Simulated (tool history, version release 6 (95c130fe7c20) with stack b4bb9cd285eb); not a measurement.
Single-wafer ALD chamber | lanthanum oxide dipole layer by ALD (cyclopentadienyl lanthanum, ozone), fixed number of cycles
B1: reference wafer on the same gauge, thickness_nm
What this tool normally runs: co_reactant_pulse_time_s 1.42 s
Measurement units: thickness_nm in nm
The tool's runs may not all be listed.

run 1 hour=0.0 | co_reactant_pulse_time_s=1.66 | B1=0.566 | thickness_nm=0.539
run 2 hour=12.8 | co_reactant_pulse_time_s=1.66 | B1=0.566 | thickness_nm=0.538
run 3 hour=34.7 | co_reactant_pulse_time_s=1.42 | B1=0.566 | thickness_nm=0.520
run 4 hour=62.3 | co_reactant_pulse_time_s=1.74 | B1=0.566 | thickness_nm=0.541
run 5 hour=95.9 | co_reactant_pulse_time_s=1.74 | B1=0.566 | thickness_nm=0.539
run 6 hour=122.1 | co_reactant_pulse_time_s=1.42 | B1=0.566 | thickness_nm=0.520
run 7 hour=154.6 | co_reactant_pulse_time_s=1.42 | B1=0.566 | thickness_nm=0.517
run 8 hour=175.8 | co_reactant_pulse_time_s=1.42 | B1=0.566 | thickness_nm=0.517
run 9 hour=198.0 | co_reactant_pulse_time_s=1.70 | B1=0.566 | thickness_nm=0.538
-- hour=214.5 thermocouple changed; heater temperature recalibrated
run 10 hour=215.0 | co_reactant_pulse_time_s=1.42 | B1=0.566 | thickness_nm=0.519
run 11 hour=225.5 | co_reactant_pulse_time_s=1.24 | B1=0.566 | thickness_nm=0.498
run 12 hour=242.3 | co_reactant_pulse_time_s=1.24 | B1=0.566 | thickness_nm=0.496
run 13 hour=266.1 | co_reactant_pulse_time_s=1.24 | B1=0.566 | thickness_nm=0.497
run 14 hour=284.1 | co_reactant_pulse_time_s=1.18 | B1=0.566 | thickness_nm=0.488
run 15 hour=317.7 | co_reactant_pulse_time_s=1.84 | B1=0.565 | thickness_nm=0.542
run 16 hour=339.2 | co_reactant_pulse_time_s=1.22 | B1=0.566 | thickness_nm=0.492
run 17 hour=372.9 | co_reactant_pulse_time_s=1.21 | B1=0.566 | thickness_nm=0.487
run 18 hour=397.2 | co_reactant_pulse_time_s=1.10 | B1=0.566 | thickness_nm=0.471
run 19 hour=417.8 | co_reactant_pulse_time_s=1.23 | B1=0.566 | thickness_nm=0.490
-- hour=441.1 showerhead replaced
run 20 hour=447.1 | co_reactant_pulse_time_s=1.01 | B1=0.565 | thickness_nm=0.452
run 21 hour=465.4 | co_reactant_pulse_time_s=1.11 | B1=0.566 | thickness_nm=0.470
run 22 hour=489.5 | co_reactant_pulse_time_s=1.42 | B1=0.566 | thickness_nm=0.508
run 23 hour=509.7 | co_reactant_pulse_time_s=1.96 | B1=0.566 | thickness_nm=0.543
run 24 hour=524.4 | co_reactant_pulse_time_s=1.42 | B1=0.566 | thickness_nm=0.509
-- hour=535.4 ozone generator serviced
run 25 hour=540.7 | co_reactant_pulse_time_s=1.42 | B1=0.565 | thickness_nm=0.527
-- hour=566.1 gauge calibrated
run 26 hour=566.2 | co_reactant_pulse_time_s=1.26 | B1=0.566 | thickness_nm=0.515
run 27 hour=588.9 | co_reactant_pulse_time_s=1.93 | B1=0.566 | thickness_nm=0.553
run 28 hour=627.4 | co_reactant_pulse_time_s=1.42 | B1=0.566 | thickness_nm=0.529
run 29 hour=660.2 | co_reactant_pulse_time_s=1.42 | B1=0.565 | thickness_nm=0.528
run 30 hour=691.0 | co_reactant_pulse_time_s=1.16 | B1=0.565 | thickness_nm=0.503
run 31 hour=716.6 | co_reactant_pulse_time_s=1.62 | B1=0.566 | thickness_nm=0.541
run 32 hour=749.0 | co_reactant_pulse_time_s=1.66 | B1=0.566 | thickness_nm=0.542
run 33 hour=769.5 | co_reactant_pulse_time_s=1.83 | B1=0.566 | thickness_nm=0.551
run 34 hour=825.2 | co_reactant_pulse_time_s=1.42 | B1=0.566 | thickness_nm=0.527
run 35 hour=857.7 | co_reactant_pulse_time_s=0.91 | B1=0.566 | thickness_nm=0.460

A few steps of thickness_nm between consecutive runs. Split each: what settings, incoming material and random variation would produce without the hidden state, and what is left over for the hidden state, along with gauge scatter present in only one of the two compared results (measured, and without hidden state):
Hidden state present: wafer temperature above the value expected at the setpoint (K); ozone dose above that of a generator just serviced (%); gauge reads high (%).
Run 14 -> 15: co_reactant_pulse_time_s 1.18 -> 1.84. thickness_nm +0.054 nm: hidden state +0.013, all else +0.041.
Run 15 -> 16: co_reactant_pulse_time_s 1.84 -> 1.22. thickness_nm -0.050 nm: hidden state -0.014, all else -0.036.
Run 24 -> 25: ozone generator serviced. thickness_nm +0.018 nm: hidden state +0.022, all else -0.004.
Run 34 -> 35: co_reactant_pulse_time_s 1.42 -> 0.91. thickness_nm -0.067 nm: hidden state -0.005, all else -0.062.
